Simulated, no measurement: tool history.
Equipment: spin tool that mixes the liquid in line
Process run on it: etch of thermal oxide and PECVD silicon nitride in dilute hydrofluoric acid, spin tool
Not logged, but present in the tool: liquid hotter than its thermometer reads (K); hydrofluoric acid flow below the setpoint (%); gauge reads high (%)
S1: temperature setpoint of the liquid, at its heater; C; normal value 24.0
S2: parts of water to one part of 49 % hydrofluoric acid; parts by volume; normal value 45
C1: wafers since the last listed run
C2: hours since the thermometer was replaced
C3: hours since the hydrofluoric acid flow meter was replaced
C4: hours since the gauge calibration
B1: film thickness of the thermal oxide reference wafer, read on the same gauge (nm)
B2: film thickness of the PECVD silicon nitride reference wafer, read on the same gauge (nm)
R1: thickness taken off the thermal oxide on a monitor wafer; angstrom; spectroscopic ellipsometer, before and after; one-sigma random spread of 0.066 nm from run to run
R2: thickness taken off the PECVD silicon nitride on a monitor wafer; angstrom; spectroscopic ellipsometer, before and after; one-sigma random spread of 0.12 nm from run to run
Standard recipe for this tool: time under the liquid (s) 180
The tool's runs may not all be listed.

run 1 hour=0.0 | S1=24.0 S2=60 time_under_the_liquid_(s)=180 | C1=0 C2=355.5 C3=251.0 C4=430.5 | B1=70.00 B2=100.01 | R1=135.4 R2=109.1
run 2 hour=35.2 | S1=24.0 S2=60 time_under_the_liquid_(s)=180 | C1=177 C2=390.7 C3=286.2 C4=465.7 | B1=69.98 B2=99.99 | R1=135.0 R2=108.6
run 3 hour=71.3 | S1=24.0 S2=45 time_under_the_liquid_(s)=180 | C1=182 C2=426.8 C3=322.3 C4=501.8 | B1=70.00 B2=100.03 | R1=183.1 R2=142.0
run 4 hour=109.9 | S1=24.0 S2=45 time_under_the_liquid_(s)=180 | C1=195 C2=465.4 C3=360.9 C4=540.4 | B1=69.99 B2=99.99 | R1=183.7 R2=145.6
run 5 hour=139.2 | S1=24.0 S2=45 time_under_the_liquid_(s)=180 | C1=148 C2=494.7 C3=390.2 C4=569.7 | B1=70.01 B2=99.99 | R1=183.8 R2=146.3
run 6 hour=173.4 | S1=24.0 S2=45 time_under_the_liquid_(s)=180 | C1=172 C2=528.9 C3=424.4 C4=603.9 | B1=70.01 B2=100.03 | R1=183.5 R2=144.2
run 7 hour=202.4 | S1=24.0 S2=45 time_under_the_liquid_(s)=180 | C1=146 C2=557.9 C3=453.4 C4=632.9 | B1=70.00 B2=100.02 | R1=183.4 R2=143.6
-- hour=223.6 thermometer replaced
run 8 hour=233.0 | S1=24.0 S2=45 time_under_the_liquid_(s)=180 | C1=149 C2=9.4 C3=484.0 C4=663.5 | B1=70.03 B2=100.02 | R1=179.7 R2=139.6
run 9 hour=271.4 | S1=24.0 S2=45 time_under_the_liquid_(s)=180 | C1=194 C2=47.8 C3=522.4 C4=701.9 | B1=69.97 B2=100.00 | R1=180.0 R2=141.4
run 10 hour=304.6 | S1=24.0 S2=45 time_under_the_liquid_(s)=180 | C1=167 C2=81.0 C3=555.6 C4=735.1 | B1=69.99 B2=100.00 | R1=180.1 R2=142.4
run 11 hour=363.8 | S1=24.0 S2=45 time_under_the_liquid_(s)=180 | C1=299 C2=140.2 C3=614.8 C4=794.3 | B1=70.02 B2=100.00 | R1=181.0 R2=140.6
-- hour=376.6 hydrofluoric acid flow meter replaced
run 12 hour=474.7 | S1=24.0 S2=30 time_under_the_liquid_(s)=180 | C1=555 C2=251.1 C3=98.1 C4=905.2 | B1=70.01 B2=100.00 | R1=276.8 R2=212.9
run 13 hour=538.3 | S1=24.0 S2=45 time_under_the_liquid_(s)=180 | C1=321 C2=314.7 C3=161.7 C4=968.8 | B1=70.00 B2=99.98 | R1=181.4 R2=142.2
-- hour=543.8 gauge calibrated
run 14 hour=599.7 | S1=22.0 S2=60 time_under_the_liquid_(s)=215 | C1=310 C2=376.1 C3=223.1 C4=55.9 | B1=70.02 B2=100.00 | R1=146.9 R2=112.2
run 15 hour=694.8 | S1=28.5 S2=35 time_under_the_liquid_(s)=235 | C1=480 C2=471.2 C3=318.2 C4=151.0 | B1=69.99 B2=100.02 | R1=374.1 R2=322.8
-- hour=708.1 thermometer replaced
run 16 hour=765.3 | S1=28.5 S2=30 time_under_the_liquid_(s)=85 | C1=351 C2=57.2 C3=388.7 C4=221.5 | B1=70.01 B2=100.00 | R1=156.2 R2=133.1
run 17 hour=827.5 | S1=24.0 S2=45 time_under_the_liquid_(s)=180 | C1=314 C2=119.4 C3=450.9 C4=283.7 | B1=70.03 B2=99.98 | R1=180.4 R2=139.8
run 18 hour=861.4 | S1=22.5 S2=30 time_under_the_liquid_(s)=285 | C1=171 C2=153.3 C3=484.8 C4=317.6 | B1=70.04 B2=100.01 | R1=414.3 R2=301.0
-- hour=901.3 hydrofluoric acid flow meter replaced
run 19 hour=916.8 | S1=19.5 S2=65 time_under_the_liquid_(s)=100 | C1=274 C2=208.7 C3=15.5 C4=373.0 | B1=70.00 B2=100.00 | R1=56.8 R2=40.2
run 20 hour=959.1 | S1=22.5 S2=30 time_under_the_liquid_(s)=285 | C1=213 C2=251.0 C3=57.8 C4=415.3 | B1=69.96 B2=100.02 | R1=410.8 R2=301.0
run 21 hour=986.4 | S1=24.0 S2=50 time_under_the_liquid_(s)=180 | C1=137 C2=278.3 C3=85.1 C4=442.6 | B1=69.98 B2=100.00 | R1=161.5 R2=128.5
run 22 hour=1045.1 | S1=26.5 S2=60 time_under_the_liquid_(s)=225 | C1=296 C2=337.0 C3=143.8 C4=501.3 | B1=70.00 B2=100.00 | R1=183.8 R2=159.7
run 23 hour=1075.4 | S1=20.5 S2=45 time_under_the_liquid_(s)=110 | C1=153 C2=367.3 C3=174.1 C4=531.6 | B1=70.00 B2=100.01 | R1=95.9 R2=68.7
run 24 hour=1126.8 | S1=24.0 S2=45 time_under_the_liquid_(s)=180 | C1=259 C2=418.7 C3=225.5 C4=583.0 | B1=70.01 B2=99.99 | R1=182.7 R2=142.9

How the hidden state differs across the entries between the runs, from the last listed run before each to the first after it:
Run 7 -> run 8: thermometer replaced (hour 223.6)
  liquid hotter than its thermometer reads (K): 0.648 -> 0.085
  measured less the result without the state, R1: +4.9 -> +0.5 angstrom; R2: +6.1 -> +0.7 angstrom
Run 11 -> run 12: hydrofluoric acid flow meter replaced (hour 376.6)
  liquid hotter than its thermometer reads (K): 0.207 -> 0.311
  measured less the result without the state, R1: +1.5 -> +3.6 angstrom; R2: +2.0 -> +4.4 angstrom
Run 13 -> run 14: gauge calibrated (hour 543.8)
  liquid hotter than its thermometer reads (K): 0.37 -> 0.427
  measured less the result without the state, R1: +2.8 -> +2.6 angstrom; R2: +3.5 -> +3.3 angstrom
Run 15 -> run 16: thermometer replaced (hour 708.1)
  liquid hotter than its thermometer reads (K): 0.516 -> 0.0952
  measured less the result without the state, R1: +7.8 -> +0.6 angstrom; R2: +10.9 -> +0.9 angstrom
Run 18 -> run 19: hydrofluoric acid flow meter replaced (hour 901.3)
  liquid hotter than its thermometer reads (K): 0.185 -> 0.237
  measured less the result without the state, R1: +3.2 -> +0.6 angstrom; R2: +3.7 -> +0.7 angstrom

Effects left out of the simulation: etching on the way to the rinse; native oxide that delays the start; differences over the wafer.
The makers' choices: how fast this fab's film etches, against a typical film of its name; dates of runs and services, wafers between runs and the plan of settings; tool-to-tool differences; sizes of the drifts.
